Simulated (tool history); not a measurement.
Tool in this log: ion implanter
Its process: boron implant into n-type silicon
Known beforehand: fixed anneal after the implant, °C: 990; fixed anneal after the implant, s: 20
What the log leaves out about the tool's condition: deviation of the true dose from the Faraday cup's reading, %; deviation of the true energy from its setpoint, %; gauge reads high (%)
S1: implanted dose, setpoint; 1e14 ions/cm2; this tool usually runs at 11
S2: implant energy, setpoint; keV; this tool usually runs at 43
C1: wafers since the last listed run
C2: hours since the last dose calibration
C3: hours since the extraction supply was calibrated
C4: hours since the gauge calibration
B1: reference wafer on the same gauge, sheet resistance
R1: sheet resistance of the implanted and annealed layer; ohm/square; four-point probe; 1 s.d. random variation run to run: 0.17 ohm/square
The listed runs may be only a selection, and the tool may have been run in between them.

run 1 hour=0 | S1=11 S2=43 | C1=0 C2=732.9 C3=1852.1 C4=691.3 | B1=125.98 | R1=117.03
-- hour=0.6 gauge calibrated
run 2 hour=16 | S1=11 S2=43 | C1=307 C2=748.9 C3=1868.1 C4=15.4 | B1=126.02 | R1=116.75
run 3 hour=44.9 | S1=11 S2=43 | C1=555 C2=777.8 C3=1897 C4=44.3 | B1=126.02 | R1=116.88
run 4 hour=66.1 | S1=11 S2=43 | C1=407 C2=799 C3=1918.2 C4=65.5 | B1=125.96 | R1=116.77
run 5 hour=101.5 | S1=12.21 S2=43 | C1=680 C2=834.4 C3=1953.6 C4=100.9 | B1=125.98 | R1=107.52
run 6 hour=133.5 | S1=12.21 S2=43 | C1=615 C2=866.4 C3=1985.6 C4=132.9 | B1=125.98 | R1=107.65
run 7 hour=146.4 | S1=12.21 S2=43 | C1=248 C2=879.3 C3=1998.5 C4=145.8 | B1=125.99 | R1=107.6
run 8 hour=161.9 | S1=11 S2=43 | C1=298 C2=894.8 C3=2014 C4=161.3 | B1=125.99 | R1=116.78
run 9 hour=234.1 | S1=11 S2=43 | C1=1388 C2=967 C3=2086.2 C4=233.5 | B1=125.99 | R1=116.85
run 10 hour=259.5 | S1=11 S2=43 | C1=488 C2=992.4 C3=2111.6 C4=258.9 | B1=125.98 | R1=117.22
run 11 hour=288.6 | S1=11.99 S2=51 | C1=559 C2=1021.5 C3=2140.7 C4=288 | B1=126.03 | R1=108.93
run 12 hour=311.7 | S1=11 S2=43 | C1=444 C2=1044.6 C3=2163.8 C4=311.1 | B1=126.03 | R1=116.91
run 13 hour=334.1 | S1=11 S2=43 | C1=430 C2=1067 C3=2186.2 C4=333.5 | B1=126.01 | R1=116.8
run 14 hour=350 | S1=13.56 S2=43 | C1=305 C2=1082.9 C3=2202.1 C4=349.4 | B1=126 | R1=99.06
-- hour=380.9 extraction supply calibrated
run 15 hour=383 | S1=12.05 S2=43 | C1=480 C2=1115.9 C3=2.1 C4=382.4 | B1=126 | R1=108.91
run 16 hour=410 | S1=12.05 S2=43 | C1=519 C2=1142.9 C3=29.1 C4=409.4 | B1=125.99 | R1=108.83
run 17 hour=441.2 | S1=13.86 S2=57 | C1=599 C2=1174.1 C3=60.3 C4=440.6 | B1=125.99 | R1=97.03
run 18 hour=454.3 | S1=13.9 S2=29.5 | C1=251 C2=1187.2 C3=73.4 C4=453.7 | B1=125.99 | R1=99.42
run 19 hour=476.7 | S1=8.6 S2=49 | C1=430 C2=1209.6 C3=95.8 C4=476.1 | B1=126 | R1=142.61
-- hour=489.9 Faraday cup replaced and dose calibrated
run 20 hour=495.3 | S1=12.01 S2=52.5 | C1=203 C2=5.4 C3=114.4 C4=494.7 | B1=126 | R1=106.05
run 21 hour=525.8 | S1=11 S2=43 | C1=586 C2=35.9 C3=144.9 C4=525.2 | B1=125.99 | R1=114.34
run 22 hour=557.9 | S1=11 S2=43 | C1=617 C2=68 C3=177 C4=557.3 | B1=126.01 | R1=114.64
run 23 hour=575.8 | S1=12.21 S2=43 | C1=344 C2=85.9 C3=194.9 C4=575.2 | B1=126.03 | R1=105.83
-- hour=591.5 gauge calibrated
run 24 hour=638.7 | S1=8.57 S2=43 | C1=1209 C2=148.8 C3=257.8 C4=47.2 | B1=126.01 | R1=140.7
run 25 hour=652.3 | S1=11 S2=35.5 | C1=261 C2=162.4 C3=271.4 C4=60.8 | B1=126.03 | R1=115.9
run 26 hour=683.5 | S1=8.59 S2=51 | C1=599 C2=193.6 C3=302.6 C4=92 | B1=125.98 | R1=140.08
run 27 hour=700.4 | S1=8.6 S2=31 | C1=324 C2=210.5 C3=319.5 C4=108.9 | B1=125.98 | R1=143.42
run 28 hour=726.3 | S1=11 S2=43 | C1=498 C2=236.4 C3=345.4 C4=134.8 | B1=126.01 | R1=115.76
run 29 hour=757.6 | S1=9.36 S2=48.5 | C1=601 C2=267.7 C3=376.7 C4=166.1 | B1=126 | R1=131.44
run 30 hour=782.7 | S1=8.15 S2=43 | C1=482 C2=292.8 C3=401.8 C4=191.2 | B1=126.01 | R1=148
run 31 hour=814.4 | S1=11 S2=43 | C1=609 C2=324.5 C3=433.5 C4=222.9 | B1=125.96 | R1=116.11
run 32 hour=829.7 | S1=11 S2=55.5 | C1=294 C2=339.8 C3=448.8 C4=238.2 | B1=126.03 | R1=115.56
run 33 hour=843.6 | S1=11 S2=43 | C1=267 C2=353.7 C3=462.7 C4=252.1 | B1=126 | R1=116.23

Alternative continuations, all from the tool just after run 33; predict every row:
run A hour=844 | S1=11 S2=43 | C1=7 C2=354.1 C3=463.1 C4=252.5 | B1=? | R1=?
run B hour=844 | S1=13.6 S2=33 | C1=7 C2=354.1 C3=463.1 C4=252.5 | B1=? | R1=?
run C hour=844 | S1=13.34 S2=58 | C1=7 C2=354.1 C3=463.1 C4=252.5 | B1=? | R1=?
run D hour=844 | S1=7.87 S2=36.5 | C1=7 C2=354.1 C3=463.1 C4=252.5 | B1=? | R1=?
run E hour=844 | S1=11 S2=34 | C1=7 C2=354.1 C3=463.1 C4=252.5 | B1=? | R1=?

run=A B1=126.02 R1=116.27
run=B B1=126.02 R1=99.56
run=C B1=126.02 R1=99.3
run=D B1=126.02 R1=153.5
run=E B1=126.02 R1=117.27
With the hidden condition removed and each run's random variation left untouched, the same runs would have given:
run=A R1=113.79
run=B R1=97.55
run=C R1=97.19
run=D R1=150.13
run=E R1=114.78
